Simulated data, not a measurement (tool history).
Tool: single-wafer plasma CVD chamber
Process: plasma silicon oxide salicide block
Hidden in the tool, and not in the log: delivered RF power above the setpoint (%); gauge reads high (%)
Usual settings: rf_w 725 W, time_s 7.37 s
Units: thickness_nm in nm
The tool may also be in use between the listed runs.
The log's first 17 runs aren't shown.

run   hour  rf_w  time_s  wafers since the last listed run  hours since the last RF generator calibration  hours since the showerhead was replaced  hours since the gauge calibration  read-back reference wafer on the same gauge, thickness_nm  thickness_nm
     399.4  -- showerhead replaced
 18  412.8   725    6.47                               511                                         1435.6                                     13.4                              477.8                                                     87.136        69.477
 19  441.6   725    6.47                               813                                         1464.4                                     42.2                              506.6                                                     87.125        69.552
 20  467.9   665    7.37                               742                                         1490.7                                     68.5                              532.9                                                     87.171        76.437
 21  499.1   725    7.75                               881                                         1521.9                                     99.7                              564.1                                                     87.185         83.43
 22    522   725     6.6                               646                                         1544.8                                    122.6                                587                                                     87.115        70.955
 23  554.7   685    7.37                               923                                         1577.5                                    155.3                              619.7                                                     87.263        77.646
       567  -- RF generator calibrated
 24  578.7   660    6.54                               451                                           11.7                                    179.3                              643.7                                                     87.216        67.827
 25  604.8   845    6.41                               737                                           37.8                                    205.4                              669.8                                                     87.263        73.022
 26  617.6   610    7.37                               361                                           50.6                                    218.2                              682.6                                                     87.234        74.002
     623.7  -- gauge calibrated
 27  648.4   725    7.37                               869                                           81.4                                      249                               24.7                                                     85.649        77.826
 28  671.9   725    8.65                               663                                          104.9                                    272.5                               48.2                                                     85.858        91.646
 29  727.3   675    7.37                              1564                                          160.3                                    327.9                              103.6                                                     86.126        75.909
 30  753.2   725    5.94                               731                                          186.2                                    353.8                              129.5                                                     86.259        63.344
 31  784.8   640    6.33                               892                                          217.8                                    385.4                              161.1                                                     86.471        64.127
 32  810.3   820    6.94                               720                                          243.3                                    410.9                              186.6                                                     86.482        77.459
 33  835.4   785    7.37                               708                                          268.4                                      436                              211.7                                                     86.644         81.07
 34  861.4   725    7.37                               734                                          294.4                                      462                              237.7                                                     86.654        78.681
 35  894.4   725    7.37                               931                                          327.4                                      495                              270.7                                                     86.708        78.712
 36  919.8   580    6.19                               717                                          352.8                                    520.4                              296.1                                                      86.82        60.652
 37  954.5   610    8.52                               979                                          387.5                                    555.1                              330.8                                                     86.827        85.223
 38    967   725    7.37                               352                                            400                                    567.6                              343.3                                                     86.915        78.804
 39  986.6   725    7.37                               553                                          419.6                                    587.2                              362.9                                                      86.97        79.111

Forecast each of these 5 alternatives for the next run:
  A   987   825    7.37                                11                                            420                                    587.6                              363.3                                                          ?             ?
  B   987   775    7.37                                11                                            420                                    587.6                              363.3                                                          ?             ?
  C   987   780    6.35                                11                                            420                                    587.6                              363.3                                                          ?             ?
  D   987   805     7.8                                11                                            420                                    587.6                              363.3                                                          ?             ?
  E   987   865    8.23                                11                                            420                                    587.6                              363.3                                                          ?             ?

run  read-back reference wafer on the same gauge, thickness_nm  thickness_nm
  A                                                     86.948        83.105
  B                                                     86.948         81.19
  C                                                     86.948        70.123
  D                                                     86.948        87.156
  E                                                     86.948        94.434
Without the tool's hidden state the same runs would have given:
run  thickness_nm
  A        81.636
  B        79.756
  C        68.884
  D        85.616
  E        92.765

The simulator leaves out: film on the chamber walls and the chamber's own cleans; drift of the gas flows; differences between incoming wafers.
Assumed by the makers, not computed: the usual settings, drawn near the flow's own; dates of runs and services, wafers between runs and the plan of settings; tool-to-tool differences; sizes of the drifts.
